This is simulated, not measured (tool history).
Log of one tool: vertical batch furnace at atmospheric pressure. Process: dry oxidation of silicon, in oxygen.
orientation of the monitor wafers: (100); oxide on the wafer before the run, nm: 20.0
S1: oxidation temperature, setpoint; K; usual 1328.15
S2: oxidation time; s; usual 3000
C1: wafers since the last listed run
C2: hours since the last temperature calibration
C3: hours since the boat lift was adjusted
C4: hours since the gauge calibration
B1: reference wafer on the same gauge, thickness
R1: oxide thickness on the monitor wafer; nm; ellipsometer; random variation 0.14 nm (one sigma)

run     day       S1    S2   C1      C2      C3     C4     B1     R1
  1       0  1328.15  3000    0  2621.7  2300.5  334.1  78.57  79.87
  2    0.95  1328.15  3000  256  2644.5  2323.3  356.9  78.58  79.87
  3   2.312  1328.15  3000  368  2677.2    2356  389.6  78.65  79.82
  4   2.892  1328.15  3000  156  2691.1  2369.9  403.5  78.56  80.11
  5   3.458  1328.15  3000  153  2704.7  2383.5  417.1   78.6     80
  6   4.038  1328.15  3000  156  2718.6  2397.4    431  78.61     80
  7   4.638  1328.15  3000  162    2733  2411.8  445.4  78.61  79.96
      5.788  -- gauge calibrated
  8   6.046  1328.15  3000  380  2766.8  2445.6    6.2  78.57  80.01
  9   7.075  1328.15  3000  278  2791.5  2470.3   30.9   78.6  79.79
 10   8.083  1328.15  3000  272  2815.7  2494.5   55.1  78.59  79.87
 11   8.846  1328.15  3000  206    2834  2512.8   73.4  78.58  80.07
 12   9.712  1328.15  3000  234  2854.8  2533.6   94.2  78.63  79.95
 13  10.779  1328.15  3000  288  2880.4  2559.2  119.8  78.58   80.2
 14  11.971  1328.15  3000  322    2909  2587.8  148.4  78.65  79.83
 15  12.667  1328.15  3000  188  2925.7  2604.5  165.1  78.54   80.3
 16   14.15  1328.15  3570  400  2961.3  2640.1  200.7   78.6  88.65
 17  15.058  1328.15  3000  245  2983.1  2661.9  222.5   78.6  80.09
 18  16.217  1317.15  2130  313  3010.9  2689.7  250.3  78.57  61.21
 19  17.388  1310.15  3000  316    3039  2717.8  278.4  78.54  70.02
 20  17.917  1328.15  3000  143  3051.7  2730.5  291.1  78.62  80.17
 21  18.796  1328.15  3000  237  3072.8  2751.6  312.2  78.61  80.33
 22  20.071  1328.15  3000  344  3103.4  2782.2  342.8  78.53  80.43
 23  21.462  1348.15  2070  376  3136.8  2815.6  376.2  78.57  75.12
     23.346  -- boat lift adjusted
     24.179  -- thermocouples replaced and temperature profile calibrated
 24    24.2  1318.15  3720  244     0.5    20.5  441.9  78.63  82.08
     24.546  -- gauge calibrated
 25  26.675  1328.15  3000  669    59.9    79.9   51.1  78.57  78.17
 26  27.433  1328.15  1860  204    78.1    98.1   69.3  78.62  60.21
 27  28.733  1339.15  3000  351   109.3   129.3  100.5  78.61  84.55
 28  29.575  1328.15  3000  227   129.5   149.5  120.7  78.62  77.72
 29  30.788  1309.15  2370  327   158.6   178.6  149.8  78.65  59.53
 30  32.183  1307.15  3750  377   192.1   212.1  183.3  78.58  75.41

3 ways to go on from here, each from the tool as it stands after run 30. What would each give?
  A  32.421  1328.15  3000  64  197.8  217.8  189   ?   ?
  B  32.421  1311.15  3870  64  197.8  217.8  189   ?   ?
  C  32.421  1304.15  3540  64  197.8  217.8  189   ?   ?

run     B1     R1
  A  78.56  78.26
  B  78.56  79.69
  C  78.56  71.64
Without the tool's hidden state the same runs would have given:
run     R1
  A  77.89
  B   79.3
  C  71.29
